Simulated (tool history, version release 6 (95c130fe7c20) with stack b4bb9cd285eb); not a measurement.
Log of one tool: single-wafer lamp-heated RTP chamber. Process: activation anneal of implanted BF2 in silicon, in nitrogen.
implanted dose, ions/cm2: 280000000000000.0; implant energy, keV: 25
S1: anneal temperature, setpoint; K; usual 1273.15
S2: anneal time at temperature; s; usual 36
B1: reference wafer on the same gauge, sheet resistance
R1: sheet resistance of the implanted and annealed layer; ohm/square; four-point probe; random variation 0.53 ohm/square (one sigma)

run   hour       S1  S2      B1      R1
  1      0  1282.15  36  386.54  350.48
  2   18.1  1282.15  36  386.74  351.24
  3   48.4  1252.15  36   386.9   357.7
  4   65.8  1252.15  36  386.98  357.27
  5   95.6  1273.15  36  387.18  352.56
  6  119.1  1273.15  36  387.31   352.8
  7  133.4  1273.15  36  387.37  353.54
  8  161.1  1273.15  36   387.6   353.5
  9  188.6  1273.15  36  387.71  353.43
 10  218.5  1273.15  36  387.94  353.66
 11  235.5  1273.15  36  387.93  352.72
 12  255.2  1273.15  36  388.22  354.26
 13  274.7  1287.15  36  388.27   351.4
 14  302.1  1273.15  36  388.46  353.86
 15  324.7  1273.15  36  388.64  354.84
     342.2  -- pyrometer window cleaned and pyrometer calibrated
 16  342.7  1273.15  36   388.7  353.95
 17  356.1  1281.15  15  388.77  356.76
 18  377.5  1293.15  20  388.94  355.12
 19  401.4  1296.15  36  389.07  350.77
 20  430.2  1291.15  36  389.28  352.26
 21  458.9  1288.15  54  389.37  348.57
 22  479.1  1250.15  19  389.53  364.12
     487.9  -- reflector plate cleaned
 23  503.5  1247.15  15  389.71  367.28
 24  524.7  1251.15  53  389.84   358.6
       528  -- gauge calibrated
 25  552.3  1293.15  20  385.97  352.77
 26  571.5  1264.15  52  386.15  350.89
 27  595.3  1273.15  36  386.18   351.6
 28  630.5  1264.15  56  386.49  352.25
 29  656.5  1265.15  36  386.75  353.09
 30  681.5  1273.15  36   386.9  351.88
     696.7  -- pyrometer window cleaned and pyrometer calibrated
 31  697.2  1265.15  19  386.94  356.68
 32  725.9  1273.15  36  387.19  353.79

4 ways to go on from here, each from the tool as it stands after run 32. What would each give?
  A  726.3  1273.15  36   ?   ?
  B  726.3  1265.15  43   ?   ?
  C  726.3  1273.15  42   ?   ?
  D  726.3  1273.15  26   ?   ?

run      B1      R1
  A  387.13  353.79
  B  387.13  354.14
  C  387.13  352.87
  D  387.13  355.43
Without the tool's hidden state the same runs would have given:
run      R1
  A  352.74
  B  353.09
  C  351.83
  D  354.38
